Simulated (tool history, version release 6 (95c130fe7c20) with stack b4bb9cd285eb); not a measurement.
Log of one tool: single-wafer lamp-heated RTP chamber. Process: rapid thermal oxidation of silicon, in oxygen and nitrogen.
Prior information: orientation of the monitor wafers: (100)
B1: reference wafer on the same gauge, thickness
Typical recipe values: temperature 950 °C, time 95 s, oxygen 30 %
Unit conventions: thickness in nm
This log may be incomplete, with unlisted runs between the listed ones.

Run 1, day 0.000: usual settings; B1 4.098. Result: thickness 3.439 nm.
Run 2, day 1.479: usual settings; B1 4.089. Result: thickness 3.422 nm.
Run 3, day 2.433: usual settings but time 64 s; B1 4.079. Result: thickness 3.012 nm.
Run 4, day 3.825: usual settings but temperature 943 °C; B1 4.071. Result: thickness 3.294 nm.
Run 5, day 5.133: usual settings; B1 4.068. Result: thickness 3.418 nm.
Run 6, day 5.858: usual settings but temperature 944 °C; B1 4.062. Result: thickness 3.290 nm.
Run 7, day 7.050: usual settings but temperature 944 °C; B1 4.055. Result: thickness 3.289 nm.
Run 8, day 9.471: usual settings but time 77 s; B1 4.048. Result: thickness 3.151 nm.
Run 9, day 10.867: usual settings but temperature 957 °C; B1 4.043. Result: thickness 3.535 nm.
Run 10, day 11.721: usual settings; B1 4.040. Result: thickness 3.382 nm.
Run 11, day 12.567: usual settings; B1 4.039. Result: thickness 3.390 nm.
Run 12, day 13.342: usual settings; B1 4.034. Result: thickness 3.371 nm.
Run 13, day 13.929: usual settings; B1 4.036. Result: thickness 3.380 nm.
Run 14, day 15.225: usual settings but time 124 s; B1 4.032. Result: thickness 3.717 nm.
Run 15, day 16.054: usual settings; B1 4.032. Result: thickness 3.382 nm.
Run 16, day 16.942: usual settings; B1 4.027. Result: thickness 3.409 nm.
Run 17, day 18.258: usual settings; B1 4.025. Result: thickness 3.355 nm.
Run 18, day 18.788: usual settings but temperature 938 °C, time 67 s; B1 4.026. Result: thickness 2.831 nm.
Run 19, day 19.704: usual settings but time 67 s, oxygen 38 %; B1 4.026. Result: thickness 3.166 nm.
Run 20, day 23.017: usual settings but temperature 964 °C, time 134 s, oxygen 17 %; B1 4.019. Result: thickness 3.583 nm.
Run 21, day 23.933: usual settings but temperature 978 °C, time 111 s, oxygen 40 %; B1 4.018. Result: thickness 4.675 nm.
Run 22, day 24.967: usual settings; B1 4.016. Result: thickness 3.374 nm.
Run 23, day 25.800: usual settings but temperature 961 °C; B1 4.015. Result: thickness 3.593 nm.
Run 24, day 27.262: usual settings; B1 4.017. Result: thickness 3.365 nm.
Run 25, day 28.338: usual settings; B1 4.014. Result: thickness 3.362 nm.
Run 26, day 29.688: usual settings but time 56 s, oxygen 42 %; B1 4.131. Result: thickness 3.179 nm.
Run 27, day 30.575: usual settings but temperature 941 °C; B1 4.124. Result: thickness 3.308 nm.
Run 28, day 31.208: usual settings but temperature 935 °C, time 109 s, oxygen 60 %; B1 4.117. Result: thickness 4.002 nm.
Run 29, day 32.308: usual settings but temperature 977 °C, time 49 s, oxygen 17 %; B1 4.107. Result: thickness 2.834 nm.
Run 30, day 33.388: usual settings but temperature 964 °C, time 57 s, oxygen 17 %; B1 4.096. Result: thickness 2.792 nm.
Run 31, day 34.825: usual settings but temperature 942 °C; B1 4.083. Result: thickness 3.274 nm.
Run 32, day 36.071: usual settings but oxygen 17 %; B1 4.075. Result: thickness 2.990 nm.
Run 33, day 36.796: usual settings but time 57 s; B1 4.066. Result: thickness 2.884 nm.
Run 34, day 37.754: usual settings but temperature 980 °C, oxygen 17 %; B1 4.065. Result: thickness 3.488 nm.
Run 35, day 38.979: usual settings but temperature 931 °C, time 77 s, oxygen 17 %; B1 4.057. Result: thickness 2.663 nm.
Run 36, day 40.200: usual settings; B1 4.051. Result: thickness 3.393 nm.
Run 37, day 41.029: usual settings but time 60 s, oxygen 43 %; B1 4.043. Result: thickness 3.172 nm.

The log once held 3 entries between its listed runs, left out of this copy. Where does each go, and what is different about the tool's unlogged condition between the listed run before it and the listed run after it?
Run 15 -> run 16: oxygen flow controller replaced (day 16.396)
  gauge reads high (%): -3.12 -> -3.16
  difference, measured minus the result without the unlogged condition, thickness: -0.109 -> -0.112 nm
Run 20 -> run 21: pyrometer window cleaned and pyrometer calibrated (day 23.733)
  gauge reads high (%): -3.38 -> -3.41
  difference, measured minus the result without the unlogged condition, thickness: -0.125 -> -0.165 nm
Run 25 -> run 26: gauge calibrated (day 29.071)
  gauge reads high (%): -3.5 -> -0.633
  difference, measured minus the result without the unlogged condition, thickness: -0.122 -> -0.021 nm
